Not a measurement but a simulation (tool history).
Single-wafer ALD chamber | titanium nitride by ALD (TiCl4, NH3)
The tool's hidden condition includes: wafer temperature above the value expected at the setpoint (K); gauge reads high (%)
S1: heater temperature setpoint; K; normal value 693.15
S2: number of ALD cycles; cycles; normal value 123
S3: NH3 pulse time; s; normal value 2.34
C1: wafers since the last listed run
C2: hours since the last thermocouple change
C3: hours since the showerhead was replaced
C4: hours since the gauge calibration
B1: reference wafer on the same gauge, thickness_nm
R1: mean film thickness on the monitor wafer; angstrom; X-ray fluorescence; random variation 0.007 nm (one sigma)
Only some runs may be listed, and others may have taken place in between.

run	day	S1	S2	S3	C1	C2	C3	C4	B1	R1
1	0.000	693.15	123	2.34	0	1016.8	3235.4	1111.9	2.780	28.14
2	2.879	693.15	123	2.34	83	1085.9	3304.5	1181.0	2.779	28.01
3	7.142	693.15	123	2.34	123	1188.2	3406.8	1283.3	2.781	27.97
4	9.712	693.15	123	2.34	74	1249.9	3468.5	1345.0	2.780	28.08
5	22.142	693.15	123	2.34	360	1548.2	3766.8	1643.3	2.781	28.13
6	25.396	693.15	123	2.91	94	1626.3	3844.9	1721.4	2.780	28.30
7	29.854	693.15	123	2.91	129	1733.3	3951.9	1828.4	2.780	28.33
8	31.462	693.15	123	2.91	46	1771.9	3990.5	1867.0	2.781	28.37
9	34.092	693.15	123	2.34	76	1835.0	4053.6	1930.1	2.780	28.14
10	36.196	693.15	123	2.34	60	1885.5	4104.1	1980.6	2.779	27.99
11	40.246	693.15	123	2.34	117	1982.7	4201.3	2077.8	2.779	28.08
12	42.008	693.15	123	2.34	51	2025.0	4243.6	2120.1	2.779	28.18
13	46.308	693.15	123	2.34	124	2128.2	4346.8	2223.3	2.780	28.07
14	49.988	693.15	123	2.34	106	2216.5	4435.1	2311.6	2.780	28.16
15	53.096	693.15	123	2.34	90	2291.1	4509.7	2386.2	2.780	28.08
16	55.083	693.15	123	2.34	57	2338.8	4557.4	2433.9	2.780	28.03
# day 60.704: gauge calibrated
17	61.638	681.15	130	2.34	189	2496.1	4714.7	22.4	2.780	29.62
# day 62.008: thermocouple changed; heater temperature recalibrated
18	64.883	685.15	123	2.34	84	69.0	4792.6	100.3	2.780	28.09
19	68.412	680.15	114	2.04	102	153.7	4877.3	185.0	2.780	25.86
20	70.333	693.15	146	2.34	55	199.8	4923.4	231.1	2.781	33.30
21	74.121	687.15	111	2.73	109	290.7	5014.3	322.0	2.781	25.41
22	77.458	683.15	123	1.80	96	370.8	5094.4	402.1	2.779	27.73
# day 78.150: showerhead replaced
23	79.708	693.15	123	1.77	55	424.8	37.4	456.1	2.781	27.94
24	83.733	684.15	133	2.34	116	521.4	134.0	552.7	2.780	30.33
25	85.850	693.15	123	2.92	61	572.2	184.8	603.5	2.781	28.29
26	88.300	693.15	123	2.34	70	631.0	243.6	662.3	2.781	28.09
27	92.654	693.15	109	2.00	126	735.5	348.1	766.8	2.779	24.92
28	94.721	693.15	123	2.98	59	785.1	397.7	816.4	2.781	28.25
29	98.129	693.15	123	2.34	98	866.9	479.5	898.2	2.780	28.01
30	100.683	687.15	123	2.34	74	928.2	540.8	959.5	2.780	27.94

Exercise: give the hidden state of the tool at every run:
wafer temperature above the value expected at the setpoint (K): 0 at every run
gauge reads high (%): 0 at every run
